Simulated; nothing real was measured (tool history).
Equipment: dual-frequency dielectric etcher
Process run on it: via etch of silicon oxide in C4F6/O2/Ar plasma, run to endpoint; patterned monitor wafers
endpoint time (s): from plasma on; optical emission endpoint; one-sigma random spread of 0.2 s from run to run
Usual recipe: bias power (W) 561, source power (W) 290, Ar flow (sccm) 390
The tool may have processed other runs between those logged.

run,hour,bias power (W),source power (W),Ar flow (sccm),"incoming incoming film thickness, nm",endpoint time (s)
1,0.0,561,310,390,112.0,28.7
2,24.6,561,310,390,110.3,28.1
3,56.0,622,290,340,110.5,27.1
4,77.3,622,290,340,110.9,27.5
5,108.1,622,290,340,111.5,27.8
6,135.6,561,320,390,111.6,28.7
7,160.0,561,290,390,110.8,29.2
8,183.4,561,290,390,110.2,29.4
9,200.3,561,290,390,111.1,29.9
# hour 204.3: source power generator calibrated
10,228.0,561,290,390,111.5,30.2
11,252.9,561,290,390,111.8,30.3
12,265.4,622,290,340,110.9,28.0
# hour 282.6: bias power generator calibrated
13,291.3,518,290,436,109.2,31.1
14,314.7,561,310,390,109.7,29.2
# hour 360.4: upper electrode replaced
# hour 384.5: wet clean of the chamber
# hour 389.6: Ar flow controller replaced
15,390.1,462,290,293,110.5,29.5
16,390.5,455,250,446,111.5,33.5
17,391.6,561,290,390,111.1,28.9
18,410.5,561,350,390,110.5,27.0
19,436.4,561,290,339,111.3,28.6
20,460.3,599,240,332,109.9,29.4
21,495.1,561,290,352,109.9,28.6
22,525.2,561,290,390,109.1,28.9
23,552.7,561,290,390,111.4,29.0

Predict each of these 3 candidate next runs independently; none follows another, all start after run 23:
A,553.1,561,290,390,110.5,?
B,553.1,436,230,390,110.5,?
C,553.1,663,230,307,110.5,?

run,endpoint time (s)
A,29.0
B,34.7
C,28.2
Without the tool's unlogged condition, the same runs would have read:
run,endpoint time (s)
A,28.3
B,33.8
C,27.5
